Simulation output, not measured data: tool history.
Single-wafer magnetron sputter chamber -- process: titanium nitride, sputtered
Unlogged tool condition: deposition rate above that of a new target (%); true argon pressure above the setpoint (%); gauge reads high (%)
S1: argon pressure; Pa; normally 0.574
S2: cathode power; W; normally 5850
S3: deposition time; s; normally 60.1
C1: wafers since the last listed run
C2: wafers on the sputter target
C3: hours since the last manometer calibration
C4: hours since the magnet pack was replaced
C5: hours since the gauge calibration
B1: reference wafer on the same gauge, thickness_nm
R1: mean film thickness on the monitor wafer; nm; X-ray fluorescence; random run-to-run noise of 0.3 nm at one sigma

run     day     S1    S2    S3    C1    C2      C3       C4     C5      B1      R1
  1       0  0.574  5150  60.1     0  3065    1530  10387.2  301.4  54.413  55.964
  2   4.008  0.574  5150  60.1  2169  5234  1626.2  10483.4  397.6  54.332  56.544
  3   5.025  0.574  5150  60.1   550  5784  1650.6  10507.8    422  54.379  56.456
      6.304  -- sputter target and shields replaced
  4   6.325  0.574  5850  60.1   523    10  1681.8    10539  453.2  54.409  63.745
  5   7.162  0.574  5850  60.1   453   463  1701.9  10559.1  473.3  54.333  63.712
  6   8.588  0.574  5850  60.1   771  1235  1736.1  10593.3  507.5  54.452  63.516
  7   9.129  0.574  5850  60.1   293  1528  1749.1  10606.3  520.5  54.461  63.575
      9.317  -- gauge calibrated
  8   10.45  0.574  5850  60.1   714  2243  1780.8    10638   27.2  54.446  64.106
  9  12.188  0.574  5850  60.1   940  3183  1822.5  10679.7   68.9   54.39  64.238
     13.342  -- capacitance manometer re-zeroed and calibrated
 10  13.362  0.574  5850  66.2   455  3639     0.5  10707.9   97.1  54.366  70.485
 11  13.783  0.574  5850  66.2   227  3866    10.6    10718  107.2  54.417  70.467
 12  14.504  0.574  5850  66.2   390  4256    27.9  10735.3  124.5  54.373  70.697
 13  15.383  0.574  5850  66.2   475  4732      49  10756.4  145.6  54.343  70.483
 14  15.983  0.728  5850  60.1   324  5057    63.4  10770.8    160  54.404  60.524
     16.742  -- magnet pack replaced
 15  17.042  0.574  6400  60.1   392  5449    88.8      7.2  185.4  54.448  69.893
     17.579  -- sputter target and shields replaced
 16    17.6  0.574  5850  60.1   121    11   102.2     20.6  198.8  54.399  64.423
 17   18.05  0.574  5850  60.1   243   254     113     31.4  209.6  54.514  63.738
 18  18.975  0.701  6250  50.6   500   755   135.2     53.6  231.8  54.402  55.394
 19  19.962  0.757  6850    54   534  1289   158.9     77.3  255.5  54.429  63.745
 20  21.412  0.355  5850  70.8   784  2074   193.7    112.1  290.3  54.441  79.862
 21  22.362  0.574  6300  69.6   514  2588   216.5    134.9  313.1  54.395  79.524
 22  23.742  0.761  5850  69.8   746  3335   249.6      168  346.2  54.422  69.837
 23  24.308  0.371  5850  60.1   306  3642   263.2    181.6  359.8   54.46  68.442
 24  24.983  0.574  5850  60.1   365  4007   279.4    197.8    376  54.482  63.576
 25  26.196  0.574  5850  60.1   656  4663   308.5    226.9  405.1  54.405  63.207

Below are 3 alternative next runs, each starting from the tool's condition after run 25. Predict each:
  A  26.212  0.574  5850  52.6   9  4672  308.9  227.3  405.5   ?   ?
  B  26.212  0.404  5050  49.6   9  4672  308.9  227.3  405.5   ?   ?
  C  26.212  0.435  6750  60.1   9  4672  308.9  227.3  405.5   ?   ?

run      B1      R1
  A  54.505  56.352
  B  54.505  48.253
  C  54.505  77.427
Had the tool no hidden state, the same runs would have come out as:
run      R1
  A  56.352
  B  48.253
  C  77.427

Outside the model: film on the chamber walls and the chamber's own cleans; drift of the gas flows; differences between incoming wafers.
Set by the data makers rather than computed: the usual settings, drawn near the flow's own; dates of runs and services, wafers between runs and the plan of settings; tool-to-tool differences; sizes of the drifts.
